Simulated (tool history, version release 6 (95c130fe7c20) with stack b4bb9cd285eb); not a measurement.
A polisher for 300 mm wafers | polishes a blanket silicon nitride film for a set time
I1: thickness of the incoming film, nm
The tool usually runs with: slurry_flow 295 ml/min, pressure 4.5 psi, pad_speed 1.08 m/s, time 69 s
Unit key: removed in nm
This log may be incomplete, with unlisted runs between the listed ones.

{"run": 1, "hour": 0.0, "slurry_flow": 295, "pressure": 4.5, "pad_speed": 0.82, "time": 69, "I1": 671.5, "removed": 102.0}
{"run": 2, "hour": 20.4, "slurry_flow": 250, "pressure": 4.5, "pad_speed": 1.08, "time": 69, "I1": 670.3, "removed": 123.1}
{"run": 3, "hour": 40.0, "slurry_flow": 250, "pressure": 4.5, "pad_speed": 1.08, "time": 69, "I1": 678.5, "removed": 121.0}
{"hour": 51.6, "done": "slurry nozzle cleaned"}
{"run": 4, "hour": 64.0, "slurry_flow": 250, "pressure": 4.5, "pad_speed": 1.08, "time": 69, "I1": 664.8, "removed": 127.7}
{"run": 5, "hour": 82.2, "slurry_flow": 295, "pressure": 4.5, "pad_speed": 1.08, "time": 69, "I1": 674.7, "removed": 128.0}
{"run": 6, "hour": 96.9, "slurry_flow": 295, "pressure": 4.5, "pad_speed": 1.08, "time": 69, "I1": 681.5, "removed": 127.2}
{"hour": 107.4, "done": "worn pad replaced by a new one"}
{"run": 7, "hour": 122.2, "slurry_flow": 295, "pressure": 4.5, "pad_speed": 1.08, "time": 69, "I1": 671.5, "removed": 129.9}
{"run": 8, "hour": 138.0, "slurry_flow": 295, "pressure": 4.5, "pad_speed": 1.08, "time": 69, "I1": 676.2, "removed": 129.9}
{"run": 9, "hour": 156.6, "slurry_flow": 295, "pressure": 4.5, "pad_speed": 1.08, "time": 69, "I1": 671.9, "removed": 128.3}
{"run": 10, "hour": 183.7, "slurry_flow": 295, "pressure": 4.5, "pad_speed": 1.08, "time": 69, "I1": 672.5, "removed": 126.8}
{"run": 11, "hour": 200.7, "slurry_flow": 295, "pressure": 4.5, "pad_speed": 1.08, "time": 69, "I1": 666.3, "removed": 127.6}
{"run": 12, "hour": 213.7, "slurry_flow": 295, "pressure": 4.5, "pad_speed": 1.08, "time": 69, "I1": 669.7, "removed": 125.6}
{"run": 13, "hour": 230.1, "slurry_flow": 295, "pressure": 4.5, "pad_speed": 1.08, "time": 69, "I1": 667.7, "removed": 125.4}
{"run": 14, "hour": 246.2, "slurry_flow": 295, "pressure": 4.5, "pad_speed": 1.08, "time": 69, "I1": 682.2, "removed": 126.3}
{"run": 15, "hour": 261.9, "slurry_flow": 355, "pressure": 6.1, "pad_speed": 0.7, "time": 69, "I1": 664.4, "removed": 111.7}
{"run": 16, "hour": 278.3, "slurry_flow": 295, "pressure": 3.6, "pad_speed": 0.7, "time": 84, "I1": 663.6, "removed": 90.4}
{"hour": 296.2, "done": "slurry nozzle cleaned"}
{"hour": 298.1, "done": "worn pad replaced by a new one"}
{"run": 17, "hour": 304.6, "slurry_flow": 295, "pressure": 4.5, "pad_speed": 0.96, "time": 69, "I1": 663.9, "removed": 122.1}
{"run": 18, "hour": 317.5, "slurry_flow": 295, "pressure": 3.6, "pad_speed": 1.08, "time": 89, "I1": 669.1, "removed": 147.9}
{"run": 19, "hour": 340.0, "slurry_flow": 295, "pressure": 4.5, "pad_speed": 1.28, "time": 49, "I1": 674.6, "removed": 106.2}
{"run": 20, "hour": 354.2, "slurry_flow": 255, "pressure": 3.2, "pad_speed": 1.08, "time": 79, "I1": 667.2, "removed": 115.0}
{"run": 21, "hour": 379.0, "slurry_flow": 355, "pressure": 3.1, "pad_speed": 0.98, "time": 80, "I1": 664.0, "removed": 109.1}
{"run": 22, "hour": 399.9, "slurry_flow": 245, "pressure": 5.6, "pad_speed": 1.28, "time": 75, "I1": 663.1, "removed": 182.4}
{"run": 23, "hour": 435.7, "slurry_flow": 295, "pressure": 4.5, "pad_speed": 1.08, "time": 69, "I1": 670.8, "removed": 123.3}

Expected results for the next run?
{"hour": 457.9, "done": "head pressure recalibrated"}
{"run": 24, "hour": 458.4, "slurry_flow": 295, "pressure": 4.5, "pad_speed": 1.08, "time": 69, "I1": 671.7, "removed": "?"}

Logged for run 24: removed 123.9 nm.
Without the tool's hidden state the same run would have given removed 135.9 nm.

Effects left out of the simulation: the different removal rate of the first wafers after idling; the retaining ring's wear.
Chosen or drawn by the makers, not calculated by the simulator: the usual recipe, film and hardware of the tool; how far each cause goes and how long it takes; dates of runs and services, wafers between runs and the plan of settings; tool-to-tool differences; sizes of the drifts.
